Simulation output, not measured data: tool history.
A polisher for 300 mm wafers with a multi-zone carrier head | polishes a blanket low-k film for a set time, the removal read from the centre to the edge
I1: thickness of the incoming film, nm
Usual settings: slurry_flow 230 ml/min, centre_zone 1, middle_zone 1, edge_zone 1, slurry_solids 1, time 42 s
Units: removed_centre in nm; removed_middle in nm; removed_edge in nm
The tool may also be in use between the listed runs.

Run 1, day 0: usual settings; I1 320.9. Result: removed_centre 18.2 nm, removed_middle 17.8 nm, removed_edge 18.2 nm.
At day 1.879: edge zone pressure recalibrated.
Run 2, day 1.942: usual settings but slurry_solids 1.2; I1 315.1. Result: removed_centre 19.1 nm, removed_middle 19.1 nm, removed_edge 19.5 nm.
At day 2.283: centre zone pressure recalibrated.
Run 3, day 4.9: usual settings but slurry_solids 1.2; I1 318.3. Result: removed_centre 18.8 nm, removed_middle 19.4 nm, removed_edge 19 nm.
Run 4, day 7.908: usual settings but time 57 s; I1 321.2. Result: removed_centre 24.8 nm, removed_middle 24.1 nm, removed_edge 25 nm.
Run 5, day 9.696: usual settings but middle_zone 0.97, slurry_solids 0.7; I1 319.9. Result: removed_centre 15.4 nm, removed_middle 14.8 nm, removed_edge 15.6 nm.
Run 6, day 11.221: usual settings but slurry_flow 270 ml/min, slurry_solids 0.85, time 51 s; I1 316.9. Result: removed_centre 20.7 nm, removed_middle 20.4 nm, removed_edge 20.8 nm.
Run 7, day 13.792: usual settings; I1 316.8. Result: removed_centre 17.8 nm, removed_middle 17.6 nm, removed_edge 18 nm.
Run 8, day 16.179: usual settings but time 47 s; I1 313.6. Result: removed_centre 19.8 nm, removed_middle 19.9 nm, removed_edge 20.1 nm.
At day 18.083: slurry nozzle cleaned, repeated, since the last time left the tool worse.
Run 9, day 19.262: usual settings; I1 315.4. Result: removed_centre 18.6 nm, removed_middle 18.6 nm, removed_edge 18.9 nm.
Run 10, day 21.792: usual settings; I1 317.4. Result: removed_centre 18.4 nm, removed_middle 18.8 nm, removed_edge 19 nm.
At day 22.225: worn pad replaced by a new one.
Run 11, day 25.862: usual settings but slurry_solids 0.75, time 50 s; I1 321.2. Result: removed_centre 19.7 nm, removed_middle 19.8 nm, removed_edge 19.5 nm.
Run 12, day 29.454: usual settings but centre_zone 1.04, time 30 s; I1 319.2. Result: removed_centre 14.1 nm, removed_middle 13.2 nm, removed_edge 13.5 nm.
Run 13, day 31.617: usual settings; I1 320.3. Result: removed_centre 18.7 nm, removed_middle 18.7 nm, removed_edge 18.8 nm.
At day 32.1: edge zone pressure recalibrated.
Run 14, day 34.083: usual settings but slurry_solids 0.75, time 50 s; I1 313.1. Result: removed_centre 19.7 nm, removed_middle 19.4 nm, removed_edge 20 nm.
Run 15, day 36.846: usual settings but slurry_flow 155 ml/min, centre_zone 1.04, slurry_solids 0.75; I1 317.8. Result: removed_centre 16.6 nm, removed_middle 15.8 nm, removed_edge 16.2 nm.
At day 37.988: centre zone pressure recalibrated.
At day 38.25: carrier head's membrane replaced by a new one.
Run 16, day 40.608: usual settings but slurry_flow 290 ml/min, edge_zone 1.08, slurry_solids 1.15, time 56 s; I1 320. Result: removed_centre 26.6 nm, removed_middle 26.4 nm, removed_edge 28.1 nm.
At day 44.783: worn pad replaced by a new one.
At day 48.371: slurry nozzle cleaned.
Run 17, day 52.133: usual settings but slurry_flow 250 ml/min, centre_zone 1.07, slurry_solids 0.75; I1 319.3. Result: removed_centre 17.9 nm, removed_middle 16.9 nm, removed_edge 17 nm.
Run 18, day 55.688: usual settings but edge_zone 0.92; I1 315.9. Result: removed_centre 18.2 nm, removed_middle 18.3 nm, removed_edge 18.3 nm.
Run 19, day 59.325: usual settings but slurry_flow 255 ml/min, centre_zone 1.06, edge_zone 0.92; I1 314.8. Result: removed_centre 19.6 nm, removed_middle 18.6 nm, removed_edge 18.3 nm.
At day 60.988: edge zone pressure recalibrated.
Run 20, day 62.971: usual settings but slurry_flow 210 ml/min; I1 320.8. Result: removed_centre 18.1 nm, removed_middle 18.2 nm, removed_edge 18.7 nm.

Forecast each of these 5 alternatives for the next run:
Run A, day 62.988: usual settings but centre_zone 0.9; I1 319.9. Result: removed_centre ?, removed_middle ?, removed_edge ?.
Run B, day 62.988: usual settings but centre_zone 1.06, middle_zone 0.94; I1 319.9. Result: removed_centre ?, removed_middle ?, removed_edge ?.
Run C, day 62.988: usual settings but centre_zone 0.93, time 46 s; I1 319.9. Result: removed_centre ?, removed_middle ?, removed_edge ?.
Run D, day 62.988: usual settings but slurry_solids 1.25; I1 319.9. Result: removed_centre ?, removed_middle ?, removed_edge ?.
Run E, day 62.988: usual settings but slurry_flow 205 ml/min, middle_zone 0.92, edge_zone 1.09, time 50 s; I1 319.9. Result: removed_centre ?, removed_middle ?, removed_edge ?.

run  removed_centre  removed_middle  removed_edge
  A              17            18.5          18.8
  B            19.5            17.5          18.8
  C            19.1            20.2          20.6
  D            20.2            20.1          20.4
  E            21.9            20.3          23.2
Without the tool's hidden state the same runs would have given:
run  removed_centre  removed_middle  removed_edge
  A            17.2            18.6          18.9
  B            19.7            17.7          18.9
  C            19.3            20.4          20.7
  D            20.4            20.2          20.6
  E            22.1            20.5          23.4
